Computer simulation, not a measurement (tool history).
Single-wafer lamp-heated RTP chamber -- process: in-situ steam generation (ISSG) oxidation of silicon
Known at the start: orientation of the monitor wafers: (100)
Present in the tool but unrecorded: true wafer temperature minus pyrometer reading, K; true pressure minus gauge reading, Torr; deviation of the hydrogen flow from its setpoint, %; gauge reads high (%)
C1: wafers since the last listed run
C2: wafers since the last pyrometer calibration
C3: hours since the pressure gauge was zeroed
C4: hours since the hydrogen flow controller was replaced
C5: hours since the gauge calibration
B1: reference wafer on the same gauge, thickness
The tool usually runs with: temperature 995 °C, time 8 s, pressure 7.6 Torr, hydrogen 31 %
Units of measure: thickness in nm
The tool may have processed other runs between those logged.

{"run": 1, "day": 0.0, "temperature": 995, "time": 8, "pressure": 7.6, "hydrogen": 31, "C1": 0, "C2": 832, "C3": 2900.8, "C4": 3173.3, "C5": 180.1, "B1": 4.257, "thickness": 3.89}
{"run": 2, "day": 2.65, "temperature": 995, "time": 8, "pressure": 7.6, "hydrogen": 31, "C1": 595, "C2": 1428, "C3": 2964.4, "C4": 3236.9, "C5": 243.7, "B1": 4.258, "thickness": 3.933}
{"run": 3, "day": 4.946, "temperature": 995, "time": 8, "pressure": 7.6, "hydrogen": 31, "C1": 516, "C2": 1944, "C3": 3019.5, "C4": 3292.0, "C5": 298.8, "B1": 4.254, "thickness": 3.936}
{"run": 4, "day": 7.421, "temperature": 995, "time": 8, "pressure": 7.6, "hydrogen": 31, "C1": 556, "C2": 2501, "C3": 3078.9, "C4": 3351.4, "C5": 358.2, "B1": 4.262, "thickness": 3.944}
{"run": 5, "day": 8.425, "temperature": 995, "time": 8, "pressure": 7.6, "hydrogen": 31, "C1": 225, "C2": 2727, "C3": 3103.0, "C4": 3375.5, "C5": 382.3, "B1": 4.254, "thickness": 3.94}
{"run": 6, "day": 10.625, "temperature": 995, "time": 8, "pressure": 7.1, "hydrogen": 31, "C1": 494, "C2": 3222, "C3": 3155.8, "C4": 3428.3, "C5": 435.1, "B1": 4.258, "thickness": 3.989}
{"day": 12.825, "done": "pyrometer window cleaned and pyrometer calibrated"}
{"run": 7, "day": 12.846, "temperature": 995, "time": 8, "pressure": 7.1, "hydrogen": 31, "C1": 424, "C2": 4, "C3": 3209.1, "C4": 3481.6, "C5": 488.4, "B1": 4.26, "thickness": 3.892}
{"day": 14.975, "done": "pressure gauge zeroed"}
{"day": 14.983, "done": "gauge calibrated"}
{"run": 8, "day": 15.367, "temperature": 983, "time": 8, "pressure": 8.1, "hydrogen": 31, "C1": 491, "C2": 496, "C3": 9.4, "C4": 3542.1, "C5": 9.2, "B1": 4.254, "thickness": 3.785}
{"run": 9, "day": 17.788, "temperature": 995, "time": 8, "pressure": 7.6, "hydrogen": 31, "C1": 544, "C2": 1041, "C3": 67.5, "C4": 3600.2, "C5": 67.3, "B1": 4.26, "thickness": 3.899}
{"run": 10, "day": 18.971, "temperature": 995, "time": 6, "pressure": 7.6, "hydrogen": 31, "C1": 266, "C2": 1307, "C3": 95.9, "C4": 3628.6, "C5": 95.7, "B1": 4.258, "thickness": 3.486}

Run 11 has not been measured yet. What should we expect?
{"day": 19.475, "done": "hydrogen flow controller replaced"}
{"run": 11, "day": 20.675, "temperature": 995, "time": 8, "pressure": 7.1, "hydrogen": 31, "C1": 308, "C2": 1615, "C3": 136.8, "C4": 28.8, "C5": 136.6, "B1": "?", "thickness": "?"}

Run 11 gave B1 4.256, thickness 3.924 nm.
With the hidden condition absent and the run-to-run variation left alone, this run would have shown thickness 3.900 nm.
